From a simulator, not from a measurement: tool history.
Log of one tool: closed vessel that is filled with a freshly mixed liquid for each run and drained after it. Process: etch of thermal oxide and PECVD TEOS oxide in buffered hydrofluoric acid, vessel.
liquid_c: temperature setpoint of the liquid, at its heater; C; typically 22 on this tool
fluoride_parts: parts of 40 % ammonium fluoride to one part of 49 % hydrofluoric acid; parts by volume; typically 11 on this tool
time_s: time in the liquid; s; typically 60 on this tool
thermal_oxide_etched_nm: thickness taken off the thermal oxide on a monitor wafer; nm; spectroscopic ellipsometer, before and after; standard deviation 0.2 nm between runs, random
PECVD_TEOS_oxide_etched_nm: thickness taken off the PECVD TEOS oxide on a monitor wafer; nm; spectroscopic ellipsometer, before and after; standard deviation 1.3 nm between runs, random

run   hour  liquid_c  fluoride_parts  time_s  wafers since the last listed run  hours since the thermometer was replaced  hours since the hydrofluoric acid flow meter was replaced  hours since the gauge calibration  read-back film thickness of the thermal oxide reference wafer, read on the same gauge (nm)  read-back film thickness of the PECVD TEOS oxide reference wafer, read on the same gauge (nm)  thermal_oxide_etched_nm  PECVD_TEOS_oxide_etched_nm
  1      0        22              11      60                                 0                                    2321.3                                                       56.4                                452                                                                                          60                                                                                         150.03                    60.05                      144.56
  2   13.2        22              11      60                               817                                    2334.5                                                       69.6                              465.2                                                                                       60.01                                                                                            150                       60                      145.05
      23.9  -- thermometer replaced
  3   30.9        22              11      60                              1034                                         7                                                       87.3                              482.9                                                                                       60.01                                                                                         150.03                    59.68                      144.61
  4   39.3      25.5              11      60                               520                                      15.4                                                       95.7                              491.3                                                                                          60                                                                                            150                    72.85                      174.58
  5   45.6      18.5               8      60                               390                                      21.7                                                        102                              497.6                                                                                       59.98                                                                                         149.99                    65.88                      159.41
  6   57.1      19.5             9.5      70                               712                                      33.2                                                      113.5                              509.1                                                                                       60.01                                                                                         150.02                    69.52                      166.66
  7   63.9        22             8.5      30                               421                                        40                                                      120.3                              515.9                                                                                       60.01                                                                                         150.03                     37.6                       89.36
  8   80.8        22              11      60                              1047                                      56.9                                                      137.2                              532.8                                                                                          60                                                                                         149.98                    59.92                      145.64
      83.9  -- gauge calibrated
  9   92.7        22              11      60                               737                                      68.8                                                      149.1                                8.8                                                                                       59.99                                                                                         150.01                    59.94                       143.2
 10  110.5        22              11      60                              1102                                      86.6                                                      166.9                               26.6                                                                                          60                                                                                         149.98                    59.91                      144.55
 11  116.8        19               9      85                               390                                      92.9                                                      173.2                               32.9                                                                                       59.99                                                                                         150.02                    84.37                      202.09
 12  133.4        24            15.5      35                              1028                                     109.5                                                      189.8                               49.5                                                                                       60.01                                                                                         149.99                    27.93                       67.44
 13  140.7        22              11      60                               452                                     116.8                                                      197.1                               56.8                                                                                       59.97                                                                                         150.04                    59.95                      143.63
 14  158.2        22              11      60                              1084                                     134.3                                                      214.6                               74.3                                                                                       60.02                                                                                         149.99                    60.26                      143.55
 15  167.7      20.5               8      30                               588                                     143.8                                                      224.1                               83.8                                                                                       59.99                                                                                         149.97                    36.95                        87.9
 16  183.4        22              11      60                               972                                     159.5                                                      239.8                               99.5                                                                                       60.02                                                                                         150.04                    60.11                      144.45
 17  199.6        22               7      30                              1003                                     175.7                                                        256                              115.7                                                                                       60.01                                                                                         150.04                    46.14                      110.34
 18  205.8      19.5              15      90                               384                                     181.9                                                      262.2                              121.9                                                                                       60.04                                                                                            150                    57.94                      140.14
 19  212.1      23.5            14.5      60                               390                                     188.2                                                      268.5                              128.2                                                                                          60                                                                                         150.01                    49.71                      119.13
 20  223.1        22               7      60                               681                                     199.2                                                      279.5                              139.2                                                                                          60                                                                                            150                    92.76                      221.03
 21  234.4        19              11      60                               700                                     210.5                                                      290.8                              150.5                                                                                       59.99                                                                                         150.02                    50.97                       123.3
 22    252      19.5             7.5      90                              1090                                     228.1                                                      308.4                              168.1                                                                                       60.02                                                                                            150                   112.19                      265.65
 23  259.1        22              11      90                               439                                     235.2                                                      315.5                              175.2                                                                                       60.01                                                                                         150.02                    89.73                      218.68
 24  268.1        18             8.5      90                               557                                     244.2                                                      324.5                              184.2                                                                                       59.97                                                                                         149.99                    89.95                      215.14
 25  283.3      17.5              11      60                               941                                     259.4                                                      339.7                              199.4                                                                                       59.99                                                                                         150.02                    46.64                      111.62
 26  292.7        20              13      70                               582                                     268.8                                                      349.1                              208.8                                                                                       60.02                                                                                            150                    53.41                      127.62

What the log doesn't show, run by run:
liquid colder than its thermometer reads (K): 0 across all the runs
hydrofluoric acid flow above the setpoint (%): 0 across all the runs
gauge reads high (%): 0 across all the runs
